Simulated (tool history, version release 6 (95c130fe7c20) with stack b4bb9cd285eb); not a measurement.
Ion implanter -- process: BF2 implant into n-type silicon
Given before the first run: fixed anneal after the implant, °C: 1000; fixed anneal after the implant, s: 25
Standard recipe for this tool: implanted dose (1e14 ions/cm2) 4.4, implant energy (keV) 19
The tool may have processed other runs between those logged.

| run | day | implanted dose (1e14 ions/cm2) | implant energy (keV) | read-back reference wafer on the same gauge, sheet resistance | sheet resistance of the implanted and annealed layer (ohm/square) |
|---|---|---|---|---|---|
| 1 | 0 | 3.38 | 21 | 254.21 | 320.08 |
| 2 | 1.129 | 4.4 | 21 | 253.86 | 263.19 |
| 3 | 2.108 | 4.4 | 21 | 254.09 | 262.93 |
| 4 | 2.838 | 4.4 | 21 | 253.94 | 262.86 |
| 5 | 3.371 | 4.4 | 19 | 253.97 | 269.8 |
| 6 | 3.95 | 4.4 | 19 | 254.24 | 268.58 |
| 7 | 4.854 | 4.4 | 19 | 253.8 | 268.2 |
| 8 | 5.758 | 4.4 | 19 | 253.73 | 270.23 |
| 9 | 6.496 | 4.4 | 19 | 254.13 | 268.68 |
| 10 | 7.933 | 4.4 | 19 | 253.95 | 269.25 |
|  | 8.442 | Faraday cup replaced and dose calibrated |
| 11 | 8.817 | 4.4 | 19 | 254.16 | 275.6 |
| 12 | 9.588 | 3.59 | 17.5 | 253.81 | 323.57 |
| 13 | 10.271 | 3.59 | 17.5 | 253.66 | 322.43 |
| 14 | 11.35 | 3.59 | 17.5 | 253.97 | 321.72 |
|  | 14.512 | extraction supply calibrated |
| 15 | 15.233 | 3.8 | 19 | 253.93 | 303.11 |
|  | 15.346 | gauge calibrated |
| 16 | 16.412 | 3.14 | 19 | 253.82 | 349.82 |
| 17 | 17.217 | 4.4 | 19 | 254.4 | 272.21 |
| 18 | 17.767 | 4.4 | 19 | 254.11 | 273.59 |
| 19 | 19.033 | 5.48 | 21 | 253.89 | 230.06 |
| 20 | 19.917 | 4.4 | 16 | 254.37 | 280.13 |
| 21 | 21.633 | 4.4 | 19 | 254.2 | 270.49 |
| 22 | 22.796 | 4.4 | 19 | 254.12 | 269.86 |
| 23 | 23.933 | 4.99 | 23.5 | 254.04 | 236.47 |
| 24 | 24.821 | 4.4 | 19 | 253.94 | 269.47 |
| 25 | 25.662 | 3.41 | 19 | 254.26 | 323.48 |
| 26 | 26.608 | 3.37 | 22 | 254.33 | 321.39 |
| 27 | 27.308 | 5.4 | 19 | 254.26 | 236.32 |
| 28 | 28.292 | 4.4 | 23 | 253.94 | 260.65 |
| 29 | 29.121 | 4.95 | 22.5 | 254.16 | 239.48 |
| 30 | 30.492 | 4.4 | 19 | 253.99 | 268.14 |
| 31 | 31.012 | 4.85 | 25 | 254.15 | 238.96 |
| 32 | 32.358 | 5.54 | 21.5 | 254.02 | 224.29 |
| 33 | 33.729 | 3.7 | 25 | 254.03 | 292.64 |
| 34 | 34.571 | 3.3 | 24 | 254.35 | 320.18 |
| 35 | 35.396 | 4.4 | 19 | 254.1 | 267.96 |
| 36 | 37.988 | 4.81 | 22 | 254.2 | 243.37 |
| 37 | 38.846 | 3.87 | 16.5 | 254.07 | 301.33 |

Had the tool no unlogged condition, and each run kept its random variation, what would the results have been?
Hidden state at play: deviation of the true dose from the Faraday cup's reading, %; deviation of the true energy from its setpoint, %; gauge reads high (%).
| run | sheet resistance of the implanted and annealed layer (ohm/square) |
|---|---|
| 1 | 331.1 |
| 2 | 271.41 |
| 3 | 271.2 |
| 4 | 271.15 |
| 5 | 277.99 |
| 6 | 276.76 |
| 7 | 276.4 |
| 8 | 278.52 |
| 9 | 276.95 |
| 10 | 277.59 |
| 11 | 276.69 |
| 12 | 325.54 |
| 13 | 324.91 |
| 14 | 324.96 |
| 15 | 308.37 |
| 16 | 357.02 |
| 17 | 277.38 |
| 18 | 278.98 |
| 19 | 234.49 |
| 20 | 285.98 |
| 21 | 277 |
| 22 | 276.65 |
| 23 | 242.77 |
| 24 | 276.72 |
| 25 | 333.47 |
| 26 | 332.01 |
| 27 | 242.25 |
| 28 | 268.91 |
| 29 | 246.66 |
| 30 | 276.37 |
| 31 | 246.82 |
| 32 | 230.73 |
| 33 | 303.8 |
| 34 | 332.7 |
| 35 | 276.79 |
| 36 | 251.71 |
| 37 | 311.79 |
